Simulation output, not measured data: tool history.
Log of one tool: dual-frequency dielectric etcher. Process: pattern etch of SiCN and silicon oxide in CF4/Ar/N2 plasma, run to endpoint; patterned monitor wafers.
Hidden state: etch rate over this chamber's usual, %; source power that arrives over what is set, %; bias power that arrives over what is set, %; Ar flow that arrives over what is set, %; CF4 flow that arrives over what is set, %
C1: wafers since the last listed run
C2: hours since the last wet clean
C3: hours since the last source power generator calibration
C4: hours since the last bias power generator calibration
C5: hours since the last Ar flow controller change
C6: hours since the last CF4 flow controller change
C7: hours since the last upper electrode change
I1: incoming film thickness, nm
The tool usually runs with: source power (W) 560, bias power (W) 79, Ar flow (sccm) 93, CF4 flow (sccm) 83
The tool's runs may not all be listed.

Run 1, hour 0: usual settings but source power (W) 470; C1 0; C2 175; C3 3160.9; C4 3218.1; C5 1430.7; C6 2198.5; C7 2104.8; I1 15.25. Result: endpoint time (s) 16.2.
Run 2, hour 15.9: usual settings; C1 222; C2 190.9; C3 3176.8; C4 3234; C5 1446.6; C6 2214.4; C7 2120.7; I1 15.09. Result: endpoint time (s) 13.7.
Run 3, hour 22.3: usual settings; C1 89; C2 197.3; C3 3183.2; C4 3240.4; C5 1453; C6 2220.8; C7 2127.1; I1 15.26. Result: endpoint time (s) 13.8.
Run 4, hour 36.1: usual settings but source power (W) 620; C1 193; C2 211.1; C3 3197; C4 3254.2; C5 1466.8; C6 2234.6; C7 2140.9; I1 15.15. Result: endpoint time (s) 12.5.
Run 5, hour 50: usual settings but source power (W) 620; C1 194; C2 225; C3 3210.9; C4 3268.1; C5 1480.7; C6 2248.5; C7 2154.8; I1 14.87. Result: endpoint time (s) 12.2.
Run 6, hour 58.5: usual settings but source power (W) 480, bias power (W) 93; C1 119; C2 233.5; C3 3219.4; C4 3276.6; C5 1489.2; C6 2257; C7 2163.3; I1 15.2. Result: endpoint time (s) 14.9.
Run 7, hour 76.5: usual settings but source power (W) 480, bias power (W) 93; C1 252; C2 251.5; C3 3237.4; C4 3294.6; C5 1507.2; C6 2275; C7 2181.3; I1 15.23. Result: endpoint time (s) 14.9.
Run 8, hour 84.4: usual settings but source power (W) 480, bias power (W) 93; C1 110; C2 259.4; C3 3245.3; C4 3302.5; C5 1515.1; C6 2282.9; C7 2189.2; I1 15.17. Result: endpoint time (s) 14.8.
Run 9, hour 95.3: usual settings but bias power (W) 72; C1 152; C2 270.3; C3 3256.2; C4 3313.4; C5 1526; C6 2293.8; C7 2200.1; I1 15.12. Result: endpoint time (s) 14.
At hour 106.1: CF4 flow controller replaced.
Run 10, hour 106.6: usual settings but source power (W) 510, bias power (W) 89; C1 74; C2 281.6; C3 3267.5; C4 3324.7; C5 1537.3; C6 0.5; C7 2211.4; I1 14.99. Result: endpoint time (s) 14.
Run 11, hour 118.5: usual settings but source power (W) 510, bias power (W) 89; C1 166; C2 293.5; C3 3279.4; C4 3336.6; C5 1549.2; C6 12.4; C7 2223.3; I1 15.07. Result: endpoint time (s) 14.1.
Run 12, hour 130.2: usual settings but source power (W) 620; C1 163; C2 305.2; C3 3291.1; C4 3348.3; C5 1560.9; C6 24.1; C7 2235; I1 15.08. Result: endpoint time (s) 12.3.
At hour 140.2: Ar flow controller replaced.
Run 13, hour 143.4: usual settings but source power (W) 620, bias power (W) 70, Ar flow (sccm) 101; C1 100; C2 318.4; C3 3304.3; C4 3361.5; C5 3.2; C6 37.3; C7 2248.2; I1 15.01. Result: endpoint time (s) 12.9.
At hour 179.6: wet clean of the chamber.
Run 14, hour 180.1: usual settings but source power (W) 630, Ar flow (sccm) 114, CF4 flow (sccm) 77; C1 177; C2 0.5; C3 3341; C4 3398.2; C5 39.9; C6 74; C7 2284.9; I1 15.33. Result: endpoint time (s) 13.3.
Run 15, hour 180.5: usual settings but source power (W) 480, bias power (W) 67, Ar flow (sccm) 76, CF4 flow (sccm) 62; C1 5; C2 0.9; C3 3341.4; C4 3398.6; C5 40.3; C6 74.4; C7 2285.3; I1 15.08. Result: endpoint time (s) 17.2.
Run 16, hour 180.8: usual settings but Ar flow (sccm) 105; C1 1; C2 1.2; C3 3341.7; C4 3398.9; C5 40.6; C6 74.7; C7 2285.6; I1 15.08. Result: endpoint time (s) 14.2.
At hour 184.6: source power generator calibrated.
Run 17, hour 191.1: usual settings but source power (W) 430, bias power (W) 69, Ar flow (sccm) 82; C1 90; C2 11.5; C3 6.5; C4 3409.2; C5 50.9; C6 85; C7 2295.9; I1 15.19. Result: endpoint time (s) 18.3.
At hour 213.8: bias power generator calibrated.
At hour 222.4: upper electrode replaced.
Run 18, hour 222.9: usual settings but source power (W) 610, Ar flow (sccm) 84; C1 270; C2 43.3; C3 38.3; C4 9.1; C5 82.7; C6 116.8; C7 0.5; I1 15.06. Result: endpoint time (s) 12.7.
Run 19, hour 223.2: usual settings; C1 4; C2 43.6; C3 38.6; C4 9.4; C5 83; C6 117.1; C7 0.8; I1 15.09. Result: endpoint time (s) 13.9.
Run 20, hour 267.7: usual settings but source power (W) 670, bias power (W) 87; C1 623; C2 88.1; C3 83.1; C4 53.9; C5 127.5; C6 161.6; C7 45.3; I1 15.12. Result: endpoint time (s) 11.4.
Run 21, hour 279.3: usual settings; C1 162; C2 99.7; C3 94.7; C4 65.5; C5 139.1; C6 173.2; C7 56.9; I1 15.08. Result: endpoint time (s) 13.8.
Run 22, hour 292: usual settings but source power (W) 600, bias power (W) 70, CF4 flow (sccm) 78; C1 177; C2 112.4; C3 107.4; C4 78.2; C5 151.8; C6 185.9; C7 69.6; I1 14.96. Result: endpoint time (s) 13.5.

Predict the results of run 23:
Run 23, hour 301.4: usual settings but source power (W) 490, bias power (W) 64, Ar flow (sccm) 76, CF4 flow (sccm) 101; C1 131; C2 121.8; C3 116.8; C4 87.6; C5 161.2; C6 195.3; C7 79; I1 15.05. Result: endpoint time (s) ?.

endpoint time (s): 15.6
The same run, on a tool lacking any hidden state, would have yielded endpoint time (s) 16.

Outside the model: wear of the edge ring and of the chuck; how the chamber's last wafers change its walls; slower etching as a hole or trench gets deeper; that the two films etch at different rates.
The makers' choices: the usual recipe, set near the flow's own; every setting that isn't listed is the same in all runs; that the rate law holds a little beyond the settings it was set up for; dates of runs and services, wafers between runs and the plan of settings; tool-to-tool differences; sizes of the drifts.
